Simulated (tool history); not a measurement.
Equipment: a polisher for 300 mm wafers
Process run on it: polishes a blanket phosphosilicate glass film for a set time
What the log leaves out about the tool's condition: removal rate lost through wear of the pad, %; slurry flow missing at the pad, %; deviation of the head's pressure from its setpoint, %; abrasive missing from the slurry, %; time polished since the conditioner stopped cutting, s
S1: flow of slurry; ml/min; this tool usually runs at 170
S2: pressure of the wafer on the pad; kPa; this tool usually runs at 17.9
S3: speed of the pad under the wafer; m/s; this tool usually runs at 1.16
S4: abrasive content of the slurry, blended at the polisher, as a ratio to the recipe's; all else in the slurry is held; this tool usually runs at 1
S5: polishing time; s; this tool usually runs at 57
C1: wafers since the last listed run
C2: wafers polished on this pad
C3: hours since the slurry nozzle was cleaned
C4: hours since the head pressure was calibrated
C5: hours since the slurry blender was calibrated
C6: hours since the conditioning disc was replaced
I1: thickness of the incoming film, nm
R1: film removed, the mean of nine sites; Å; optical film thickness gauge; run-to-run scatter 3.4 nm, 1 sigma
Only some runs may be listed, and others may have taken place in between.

{"run": 1, "hour": 0.0, "S1": 170, "S2": 17.9, "S3": 1.16, "S4": 1, "S5": 57, "C1": 0, "C2": 1325, "C3": 265.6, "C4": 497.2, "C5": 173.7, "C6": 68, "I1": 2820.2, "R1": 4191}
{"run": 2, "hour": 54.5, "S1": 170, "S2": 17.9, "S3": 1.16, "S4": 1, "S5": 57, "C1": 558, "C2": 1884, "C3": 320.1, "C4": 551.7, "C5": 228.2, "C6": 122.5, "I1": 2781.6, "R1": 4216}
{"hour": 90.1, "done": "slurry blender recalibrated"}
{"run": 3, "hour": 101.8, "S1": 185, "S2": 17.9, "S3": 1.16, "S4": 1, "S5": 57, "C1": 463, "C2": 2348, "C3": 367.4, "C4": 599, "C5": 11.7, "C6": 169.8, "I1": 2757.8, "R1": 4298}
{"hour": 110.4, "done": "head pressure recalibrated"}
{"run": 4, "hour": 137.3, "S1": 185, "S2": 17.9, "S3": 1.16, "S4": 1, "S5": 57, "C1": 343, "C2": 2691, "C3": 402.9, "C4": 26.9, "C5": 47.2, "C6": 205.3, "I1": 2788.3, "R1": 4005}
{"hour": 159.8, "done": "worn pad replaced by a new one"}
{"run": 5, "hour": 171.7, "S1": 215, "S2": 17.9, "S3": 1.16, "S4": 1, "S5": 57, "C1": 311, "C2": 121, "C3": 437.3, "C4": 61.3, "C5": 81.6, "C6": 239.7, "I1": 2802, "R1": 4136}
{"run": 6, "hour": 202.0, "S1": 215, "S2": 17.9, "S3": 1.16, "S4": 1, "S5": 57, "C1": 310, "C2": 431, "C3": 467.6, "C4": 91.6, "C5": 111.9, "C6": 270, "I1": 2832.5, "R1": 4132}
{"hour": 242.5, "done": "conditioning disc replaced and pad reconditioned"}
{"run": 7, "hour": 248.5, "S1": 215, "S2": 17.9, "S3": 1.16, "S4": 1, "S5": 57, "C1": 455, "C2": 887, "C3": 514.1, "C4": 138.1, "C5": 158.4, "C6": 6, "I1": 2849, "R1": 4219}
{"run": 8, "hour": 314.1, "S1": 170, "S2": 17.9, "S3": 1.16, "S4": 1, "S5": 57, "C1": 671, "C2": 1559, "C3": 579.7, "C4": 203.7, "C5": 224, "C6": 71.6, "I1": 2786.5, "R1": 4143}
{"hour": 353.5, "done": "slurry blender recalibrated"}
{"run": 9, "hour": 355.2, "S1": 170, "S2": 17.9, "S3": 1.16, "S4": 1, "S5": 57, "C1": 400, "C2": 1959, "C3": 620.8, "C4": 244.8, "C5": 1.7, "C6": 112.7, "I1": 2829, "R1": 4163}
{"hour": 435.7, "done": "worn pad replaced by a new one"}
{"hour": 469.2, "done": "slurry nozzle cleaned"}
{"run": 10, "hour": 486.0, "S1": 170, "S2": 17.9, "S3": 1.16, "S4": 1, "S5": 57, "C1": 1288, "C2": 505, "C3": 16.8, "C4": 375.6, "C5": 132.5, "C6": 243.5, "I1": 2798.9, "R1": 4167}
{"hour": 530.7, "done": "conditioning disc replaced and pad reconditioned"}
{"run": 11, "hour": 537.3, "S1": 170, "S2": 17.9, "S3": 1.16, "S4": 1, "S5": 57, "C1": 504, "C2": 1010, "C3": 68.1, "C4": 426.9, "C5": 183.8, "C6": 6.6, "I1": 2812.1, "R1": 4224}
{"run": 12, "hour": 579.8, "S1": 170, "S2": 17.9, "S3": 1.16, "S4": 1, "S5": 57, "C1": 435, "C2": 1445, "C3": 110.6, "C4": 469.4, "C5": 226.3, "C6": 49.1, "I1": 2801.2, "R1": 4274}
{"hour": 616.4, "done": "slurry blender recalibrated"}
{"run": 13, "hour": 630.1, "S1": 170, "S2": 17.9, "S3": 0.92, "S4": 1.2, "S5": 57, "C1": 494, "C2": 1940, "C3": 160.9, "C4": 519.7, "C5": 13.7, "C6": 99.4, "I1": 2827.2, "R1": 3772}
{"hour": 633.5, "done": "head pressure recalibrated"}
{"run": 14, "hour": 672.4, "S1": 170, "S2": 17.9, "S3": 1.16, "S4": 0.75, "S5": 57, "C1": 412, "C2": 2352, "C3": 203.2, "C4": 38.9, "C5": 56, "C6": 141.7, "I1": 2802.9, "R1": 3659}
{"hour": 696.2, "done": "worn pad replaced by a new one"}
{"run": 15, "hour": 737.6, "S1": 170, "S2": 17.9, "S3": 1.16, "S4": 1.15, "S5": 57, "C1": 626, "C2": 424, "C3": 268.4, "C4": 104.1, "C5": 121.2, "C6": 206.9, "I1": 2821.1, "R1": 4230}
{"run": 16, "hour": 795.4, "S1": 205, "S2": 17.9, "S3": 1.16, "S4": 1.2, "S5": 47, "C1": 591, "C2": 1016, "C3": 326.2, "C4": 161.9, "C5": 179, "C6": 264.7, "I1": 2799.6, "R1": 3611}
{"hour": 821.9, "done": "conditioning disc replaced and pad reconditioned"}
{"run": 17, "hour": 833.6, "S1": 170, "S2": 17.9, "S3": 1.16, "S4": 1, "S5": 57, "C1": 370, "C2": 1386, "C3": 364.4, "C4": 200.1, "C5": 217.2, "C6": 11.7, "I1": 2823.4, "R1": 4103}
{"run": 18, "hour": 883.9, "S1": 170, "S2": 14.5, "S3": 1.16, "S4": 1.15, "S5": 45, "C1": 515, "C2": 1902, "C3": 414.7, "C4": 250.4, "C5": 267.5, "C6": 62, "I1": 2823.9, "R1": 2979}
{"hour": 906.2, "done": "slurry blender recalibrated"}
{"run": 19, "hour": 942.8, "S1": 125, "S2": 22.8, "S3": 1.3, "S4": 1, "S5": 50, "C1": 582, "C2": 2484, "C3": 473.6, "C4": 309.3, "C5": 36.6, "C6": 120.9, "I1": 2782, "R1": 4592}
{"hour": 952.5, "done": "worn pad replaced by a new one"}
{"run": 20, "hour": 973.7, "S1": 170, "S2": 17.9, "S3": 1.16, "S4": 1, "S5": 57, "C1": 275, "C2": 216, "C3": 504.5, "C4": 340.2, "C5": 67.5, "C6": 151.8, "I1": 2793.2, "R1": 4218}
{"run": 21, "hour": 1034.6, "S1": 230, "S2": 17.9, "S3": 0.9, "S4": 1.2, "S5": 48, "C1": 623, "C2": 840, "C3": 565.4, "C4": 401.1, "C5": 128.4, "C6": 212.7, "I1": 2792.1, "R1": 3211}
{"hour": 1124.6, "done": "conditioning disc replaced and pad reconditioned"}
{"hour": 1186.4, "done": "head pressure recalibrated"}
{"hour": 1187.1, "done": "slurry blender recalibrated"}
{"run": 22, "hour": 1187.6, "S1": 170, "S2": 17.9, "S3": 1.16, "S4": 1, "S5": 57, "C1": 1519, "C2": 2360, "C3": 718.4, "C4": 1.2, "C5": 0.5, "C6": 63, "I1": 2781.5, "R1": 3919}
{"run": 23, "hour": 1211.2, "S1": 170, "S2": 17.9, "S3": 1.16, "S4": 1, "S5": 57, "C1": 241, "C2": 2601, "C3": 742, "C4": 24.8, "C5": 24.1, "C6": 86.6, "I1": 2843.2, "R1": 3992}
{"hour": 1242.9, "done": "worn pad replaced by a new one"}
{"run": 24, "hour": 1254.5, "S1": 170, "S2": 12.4, "S3": 1.16, "S4": 1.2, "S5": 57, "C1": 402, "C2": 119, "C3": 785.3, "C4": 68.1, "C5": 67.4, "C6": 129.9, "I1": 2800.1, "R1": 3330}
{"hour": 1278.6, "done": "slurry nozzle cleaned"}
{"run": 25, "hour": 1308.0, "S1": 130, "S2": 21.4, "S3": 1.16, "S4": 1.3, "S5": 57, "C1": 537, "C2": 656, "C3": 29.4, "C4": 121.6, "C5": 120.9, "C6": 183.4, "I1": 2806.4, "R1": 4815}
{"run": 26, "hour": 1354.7, "S1": 150, "S2": 24.1, "S3": 1.42, "S4": 1, "S5": 69, "C1": 478, "C2": 1135, "C3": 76.1, "C4": 168.3, "C5": 167.6, "C6": 230.1, "I1": 2787.3, "R1": 6933}

For each run, the measured value with the value that run would have given without the tool's hidden condition subtracted. The run-to-run variation is shared by both, the gauge scatter possibly not:
run=1 R1=+267
run=2 R1=+275
run=3 R1=+285
run=4 R1=+51
run=5 R1=+97
run=6 R1=+130
run=7 R1=+174
run=8 R1=+215
run=9 R1=+237
run=10 R1=+280
run=11 R1=+295
run=12 R1=+305
run=13 R1=+276
run=14 R1=+32
run=15 R1=+113
run=16 R1=+137
run=17 R1=+181
run=18 R1=+150
run=19 R1=+255
run=20 R1=+245
run=21 R1=+198
run=22 R1=+10
run=23 R1=+46
run=24 R1=+84
run=25 R1=+182
run=26 R1=+321
